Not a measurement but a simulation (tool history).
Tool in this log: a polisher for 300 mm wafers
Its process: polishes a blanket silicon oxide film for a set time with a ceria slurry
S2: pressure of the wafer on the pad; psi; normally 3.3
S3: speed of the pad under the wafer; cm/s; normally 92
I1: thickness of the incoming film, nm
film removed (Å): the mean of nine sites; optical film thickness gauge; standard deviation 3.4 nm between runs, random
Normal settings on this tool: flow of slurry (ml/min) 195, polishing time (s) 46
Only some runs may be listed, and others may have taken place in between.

{"run": 1, "day": 0.0, "flow of slurry (ml/min)": 195, "S2": 3.3, "S3": 92, "polishing time (s)": 46, "I1": 1723.2, "film removed (Å)": 2118}
{"run": 2, "day": 1.442, "flow of slurry (ml/min)": 195, "S2": 2.8, "S3": 92, "polishing time (s)": 46, "I1": 1720.8, "film removed (Å)": 1873}
{"run": 3, "day": 2.746, "flow of slurry (ml/min)": 195, "S2": 2.8, "S3": 92, "polishing time (s)": 46, "I1": 1683.4, "film removed (Å)": 1856}
{"day": 3.617, "done": "worn pad replaced by a new one"}
{"run": 4, "day": 4.046, "flow of slurry (ml/min)": 195, "S2": 2.4, "S3": 92, "polishing time (s)": 46, "I1": 1699.8, "film removed (Å)": 1678}
{"run": 5, "day": 4.667, "flow of slurry (ml/min)": 195, "S2": 3.3, "S3": 92, "polishing time (s)": 46, "I1": 1723.8, "film removed (Å)": 2142}
{"run": 6, "day": 6.133, "flow of slurry (ml/min)": 195, "S2": 3.3, "S3": 92, "polishing time (s)": 54, "I1": 1690, "film removed (Å)": 2464}
{"run": 7, "day": 7.129, "flow of slurry (ml/min)": 195, "S2": 3.3, "S3": 92, "polishing time (s)": 54, "I1": 1686.9, "film removed (Å)": 2498}
{"day": 7.621, "done": "head pressure recalibrated"}
{"run": 8, "day": 7.896, "flow of slurry (ml/min)": 165, "S2": 3.3, "S3": 92, "polishing time (s)": 46, "I1": 1722.2, "film removed (Å)": 2301}
{"day": 8.588, "done": "worn pad replaced by a new one"}
{"run": 9, "day": 12.062, "flow of slurry (ml/min)": 195, "S2": 3.3, "S3": 92, "polishing time (s)": 46, "I1": 1700.1, "film removed (Å)": 2364}
{"day": 13.204, "done": "worn pad replaced by a new one"}
{"run": 10, "day": 13.329, "flow of slurry (ml/min)": 195, "S2": 3.3, "S3": 92, "polishing time (s)": 46, "I1": 1714, "film removed (Å)": 2300}
{"run": 11, "day": 14.617, "flow of slurry (ml/min)": 195, "S2": 3.3, "S3": 92, "polishing time (s)": 54, "I1": 1709.1, "film removed (Å)": 2816}
{"run": 12, "day": 15.579, "flow of slurry (ml/min)": 135, "S2": 3.3, "S3": 66, "polishing time (s)": 57, "I1": 1737.7, "film removed (Å)": 1969}
{"run": 13, "day": 16.383, "flow of slurry (ml/min)": 195, "S2": 3.3, "S3": 76, "polishing time (s)": 46, "I1": 1703, "film removed (Å)": 1958}
{"day": 17.104, "done": "slurry nozzle cleaned"}
{"run": 14, "day": 17.392, "flow of slurry (ml/min)": 195, "S2": 3.3, "S3": 92, "polishing time (s)": 46, "I1": 1731.8, "film removed (Å)": 2311}
{"day": 17.712, "done": "worn pad replaced by a new one"}
{"run": 15, "day": 18.079, "flow of slurry (ml/min)": 195, "S2": 3.3, "S3": 112, "polishing time (s)": 46, "I1": 1734.7, "film removed (Å)": 2760}
{"run": 16, "day": 18.904, "flow of slurry (ml/min)": 195, "S2": 3.3, "S3": 92, "polishing time (s)": 46, "I1": 1676.5, "film removed (Å)": 2317}
{"run": 17, "day": 19.571, "flow of slurry (ml/min)": 230, "S2": 2.6, "S3": 72, "polishing time (s)": 38, "I1": 1705.7, "film removed (Å)": 1212}
{"run": 18, "day": 20.967, "flow of slurry (ml/min)": 195, "S2": 3.3, "S3": 92, "polishing time (s)": 46, "I1": 1737.3, "film removed (Å)": 2289}
{"day": 21.658, "done": "worn pad replaced by a new one"}
{"run": 19, "day": 21.679, "flow of slurry (ml/min)": 220, "S2": 3.3, "S3": 112, "polishing time (s)": 32, "I1": 1685.2, "film removed (Å)": 1958}
{"run": 20, "day": 22.471, "flow of slurry (ml/min)": 195, "S2": 4.2, "S3": 74, "polishing time (s)": 59, "I1": 1720.6, "film removed (Å)": 2888}

Some steps in film removed (Å) between neighbouring runs. How much of each would the tool show without its hidden state too (settings, what came in, random variation), and how much is left for the hidden state, with any gauge scatter that isn't in both results?
Unlogged tool condition in this case: removal rate lost through wear of the pad, %; slurry flow missing at the pad, %; deviation of the head's pressure from its setpoint, %.
Run 4 -> 5: S2 2.4 -> 3.3. film removed (Å) +464: hidden state -56, all else +520.
Run 7 -> 8: flow of slurry (ml/min) 195 -> 165, polishing time (s) 54 -> 46, head pressure recalibrated. film removed (Å) -197: hidden state +308, all else -505.
Run 16 -> 17: flow of slurry (ml/min) 195 -> 230, S2 3.3 -> 2.6, S3 92 -> 72, polishing time (s) 46 -> 38. film removed (Å) -1105: hidden state +21, all else -1126.
Run 17 -> 18: flow of slurry (ml/min) 230 -> 195, S2 2.6 -> 3.3, S3 72 -> 92, polishing time (s) 38 -> 46. film removed (Å) +1077: hidden state -31, all else +1108.
